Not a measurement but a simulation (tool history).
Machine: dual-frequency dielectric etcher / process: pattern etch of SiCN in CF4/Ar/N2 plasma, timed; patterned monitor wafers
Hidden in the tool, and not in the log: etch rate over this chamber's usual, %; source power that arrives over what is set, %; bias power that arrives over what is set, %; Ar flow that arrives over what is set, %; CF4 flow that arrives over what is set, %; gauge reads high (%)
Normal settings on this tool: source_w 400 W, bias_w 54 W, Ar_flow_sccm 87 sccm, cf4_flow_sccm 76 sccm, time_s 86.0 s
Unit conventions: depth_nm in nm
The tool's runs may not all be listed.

run   hour  source_w  bias_w  Ar_flow_sccm  cf4_flow_sccm  time_s  wafers since the last listed run  hours since the last wet clean  hours since the last source power generator calibration  hours since the last bias power generator calibration  hours since the last Ar flow controller change  hours since the last CF4 flow controller change  hours since the last upper electrode change  hours since the gauge calibration  read-back reference wafer on the same gauge, depth_nm  depth_nm
  1    0.0       400      54            87             76    86.0                                 0                             0.8                                                   1648.9                                                   65.4                                           162.4                                           1687.1                                        202.6                              389.9                                                   64.1      61.8
  2   21.5       400      54            87             76    86.0                               205                            22.3                                                   1670.4                                                   86.9                                           183.9                                           1708.6                                        224.1                              411.4                                                   64.1      62.4
  3   35.5       400      54           106             76    86.0                               134                            36.3                                                   1684.4                                                  100.9                                           197.9                                           1722.6                                        238.1                              425.4                                                   63.9      59.8
  4   47.6       400      54            87             76    86.0                               115                            48.4                                                   1696.5                                                  113.0                                           210.0                                           1734.7                                        250.2                              437.5                                                   63.8      62.2
  5   69.8       450      60            87             76    86.0                               212                            70.6                                                   1718.7                                                  135.2                                           232.2                                           1756.9                                        272.4                              459.7                                                   64.0      69.8
      80.1  -- CF4 flow controller replaced
  6   96.1       400      58           102             76    86.0                               194                            96.9                                                   1745.0                                                  161.5                                           258.5                                             16.0                                        298.7                              486.0                                                   64.0      61.9
  7  125.4       400      54            87             91    86.0                               280                           126.2                                                   1774.3                                                  190.8                                           287.8                                             45.3                                        328.0                              515.3                                                   64.2      64.1
  8  143.0       400      54            87             76    86.0                               168                           143.8                                                   1791.9                                                  208.4                                           305.4                                             62.9                                        345.6                              532.9                                                   64.0      62.3
     158.4  -- source power generator calibrated
  9  174.5       400      54            87             76    70.0                               263                           175.3                                                     16.1                                                  239.9                                           336.9                                             94.4                                        377.1                              564.4                                                   63.8      50.7
 10  189.8       400      54            78             76    86.0                               146                           190.6                                                     31.4                                                  255.2                                           352.2                                            109.7                                        392.4                              579.7                                                   63.9      63.8
 11  202.4       400      41           107             60    86.0                               120                           203.2                                                     44.0                                                  267.8                                           364.8                                            122.3                                        405.0                              592.3                                                   64.0      54.5
 12  215.1       400      54            87             76    86.0                               121                           215.9                                                     56.7                                                  280.5                                           377.5                                            135.0                                        417.7                              605.0                                                   64.0      63.9
     242.8  -- gauge calibrated
 13  295.3       350      54            87             66    86.0                               768                           296.1                                                    136.9                                                  360.7                                           457.7                                            215.2                                        497.9                               52.5                                                   64.0      55.2
 14  312.8       400      42           101             65   104.0                               167                           313.6                                                    154.4                                                  378.2                                           475.2                                            232.7                                        515.4                               70.0                                                   64.1      69.2
 15  337.3       400      54            87             76    86.0                               234                           338.1                                                    178.9                                                  402.7                                           499.7                                            257.2                                        539.9                               94.5                                                   63.9      63.4
 16  358.8       470      54            87             76    86.0                               205                           359.6                                                    200.4                                                  424.2                                           521.2                                            278.7                                        561.4                              116.0                                                   63.9      72.0
     398.0  -- wet clean of the chamber
 17  398.5       320      54            87             90    86.0                               150                             0.5                                                    240.1                                                  463.9                                           560.9                                            318.4                                        601.1                              155.7                                                   64.0      54.2
 18  412.3       350      66            87             82    93.5                               132                            14.3                                                    253.9                                                  477.7                                           574.7                                            332.2                                        614.9                              169.5                                                   64.0      63.3
 19  438.1       400      54            87             76    86.0                               247                            40.1                                                    279.7                                                  503.5                                           600.5                                            358.0                                        640.7                              195.3                                                   64.0      61.8
 20  458.9       400      54            87             66   107.0                               199                            60.9                                                    300.5                                                  524.3                                           621.3                                            378.8                                        661.5                              216.1                                                   63.8      75.0

Describe how what the log doesn't record of the tool's condition differs between the last listed run preceding each entry between runs and the first listed run following it.
Run 5 -> run 6: CF4 flow controller replaced (hour 80.1)
  etch rate over this chamber's usual, %: 0.135 -> 0.32
  measured minus no-state result, depth_nm: +0.0 -> +0.2 nm
Run 8 -> run 9: source power generator calibrated (hour 158.4)
  etch rate over this chamber's usual, %: 0.651 -> 0.873
  measured minus no-state result, depth_nm: +0.4 -> +0.4 nm
Run 12 -> run 13: gauge calibrated (hour 242.8)
  etch rate over this chamber's usual, %: 1.16 -> 1.72
  measured minus no-state result, depth_nm: +0.7 -> +0.9 nm
Run 16 -> run 17: wet clean of the chamber (hour 398.0)
  etch rate over this chamber's usual, %: 2.17 -> -0.415
  measured minus no-state result, depth_nm: +1.5 -> -0.2 nm
